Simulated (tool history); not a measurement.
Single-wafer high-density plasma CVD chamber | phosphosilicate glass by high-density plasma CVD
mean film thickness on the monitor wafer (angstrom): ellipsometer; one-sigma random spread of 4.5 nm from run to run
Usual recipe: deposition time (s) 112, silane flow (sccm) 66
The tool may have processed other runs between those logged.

run    hour  deposition time (s)  silane flow (sccm)  wafers since the last listed run  hours since the silane flow controller was replaced  hours since the gauge calibration  read-back reference wafer on the same gauge, thickness_nm  mean film thickness on the monitor wafer (angstrom)
  1     0.0                  112                  66                                 0                                               3991.6                              305.1                                                    725.224                                              7453.83
  2    22.0                  112                  66                               288                                               4013.6                              327.1                                                    725.892                                              7446.12
  3    49.0                  112                  66                               354                                               4040.6                              354.1                                                    725.498                                              7530.72
  4   129.9                  112                  66                              1060                                               4121.5                              435.0                                                    725.311                                              7518.32
  5   160.4                  112                  66                               399                                               4152.0                              465.5                                                    726.250                                              7537.06
  6   181.0                  112                  66                               270                                               4172.6                              486.1                                                    726.331                                              7467.03
  7   240.3                  112                  66                               777                                               4231.9                              545.4                                                    725.662                                              7486.70
  8   256.1                  112                  66                               207                                               4247.7                              561.2                                                    726.087                                              7450.58
  9   279.3                  106                  66                               304                                               4270.9                              584.4                                                    725.620                                              7131.87
 10   295.9                  106                  66                               217                                               4287.5                              601.0                                                    725.199                                              7009.26
 11   309.8                  112                  66                               182                                               4301.4                              614.9                                                    725.964                                              7472.61
 12   343.6                  112                  66                               443                                               4335.2                              648.7                                                    727.033                                              7375.27
 13   358.4                  112                  66                               194                                               4350.0                              663.5                                                    726.990                                              7521.38
 14   463.8                  112                  66                              1382                                               4455.4                              768.9                                                    724.667                                              7496.45
 15   481.8                  112                  66                               236                                               4473.4                              786.9                                                    726.786                                              7461.92
 16   506.9                  112                  66                               329                                               4498.5                              812.0                                                    725.708                                              7518.16
 17   529.4                  112                  66                               295                                               4521.0                              834.5                                                    725.221                                              7501.77
 18   564.2                  112                  66                               456                                               4555.8                              869.3                                                    726.012                                              7462.87
 19   584.8                  112                  66                               270                                               4576.4                              889.9                                                    726.910                                              7439.65
 20   619.2                  124                  66                               451                                               4610.8                              924.3                                                    726.060                                              8259.44
 21   649.9                  112                  61                               402                                               4641.5                              955.0                                                    726.865                                              6902.13
 22   676.2                  112                  61                               344                                               4667.8                              981.3                                                    726.202                                              6866.04
 23   691.9                  102                  66                               205                                               4683.5                              997.0                                                    726.956                                              6780.79
 24   716.3                  124                  77                               319                                               4707.9                             1021.4                                                    726.393                                              9670.23
 25   734.5                  105                  78                               238                                               4726.1                             1039.6                                                    726.389                                              8164.15
 26   763.9                  105                  58                               385                                               4755.5                             1069.0                                                    725.650                                              6196.42
 27   798.2                  132                  66                               449                                               4789.8                             1103.3                                                    725.660                                              8785.61
      813.3  -- gauge calibrated
      817.7  -- silane flow controller replaced
 28   824.9                  134                  61                               245                                                  7.2                               11.6                                                    726.030                                              8400.45
 29   844.0                  104                  54                               250                                                 26.3                               30.7                                                    725.424                                              5723.89
 30   870.4                  126                  72                               346                                                 52.7                               57.1                                                    726.760                                              9139.84
 31   922.7                  112                  66                               685                                                105.0                              109.4                                                    726.611                                              7466.10
 32   941.0                  131                  76                               239                                                123.3                              127.7                                                    725.647                                              9995.96
 33   972.4                  101                  66                               411                                                154.7                              159.1                                                    725.942                                              6760.37
 34  1005.6                  112                  66                               435                                                187.9                              192.3                                                    726.083                                              7503.62
 35  1035.0                  112                  66                               385                                                217.3                              221.7                                                    726.149                                              7454.69
 36  1069.4                  132                  76                               451                                                251.7                              256.1                                                    724.604                                             10087.71
 37  1087.1                  124                  78                               232                                                269.4                              273.8                                                    726.138                                              9629.88
 38  1106.2                  124                  75                               250                                                288.5                              292.9                                                    725.959                                              9353.81
 39  1124.7                  124                  54                               242                                                307.0                              311.4                                                    726.148                                              6803.89
 40  1147.2                  112                  66                               295                                                329.5                              333.9                                                    725.451                                              7490.58
 41  1180.0                  112                  66                               430                                                362.3                              366.7                                                    726.394                                              7507.89
 42  1194.0                  112                  61                               183                                                376.3                              380.7                                                    726.955                                              6958.13
 43  1227.8                  112                  66                               443                                                410.1                              414.5                                                    725.882                                              7467.18
 44  1242.9                  112                  66                               198                                                425.2                              429.6                                                    726.565                                              7485.12
 45  1268.5                  112                  66                               335                                                450.8                              455.2                                                    725.607                                              7538.36
 46  1286.8                  122                  54                               239                                                469.1                              473.5                                                    725.792                                              6676.68
 47  1319.2                  112                  66                               424                                                501.5                              505.9                                                    726.339                                              7474.15

Here are 4 independent what-if runs from the current tool condition. What would each one return?
  A  1319.6                  112                  53                                 5                                                501.9                              506.3                                                          ?                                                    ?
  B  1319.6                  112                  56                                 5                                                501.9                              506.3                                                          ?                                                    ?
  C  1319.6                   94                  74                                 5                                                501.9                              506.3                                                          ?                                                    ?
  D  1319.6                  105                  76                                 5                                                501.9                              506.3                                                          ?                                                    ?

run  read-back reference wafer on the same gauge, thickness_nm  mean film thickness on the monitor wafer (angstrom)
  A                                                    725.995                                              6083.72
  B                                                    725.995                                              6409.49
  C                                                    725.995                                              7019.88
  D                                                    725.995                                              8044.96
Had the tool no hidden state, the same runs would have come out as:
run  mean film thickness on the monitor wafer (angstrom)
  A                                              6083.72
  B                                              6409.49
  C                                              7019.88
  D                                              8044.96
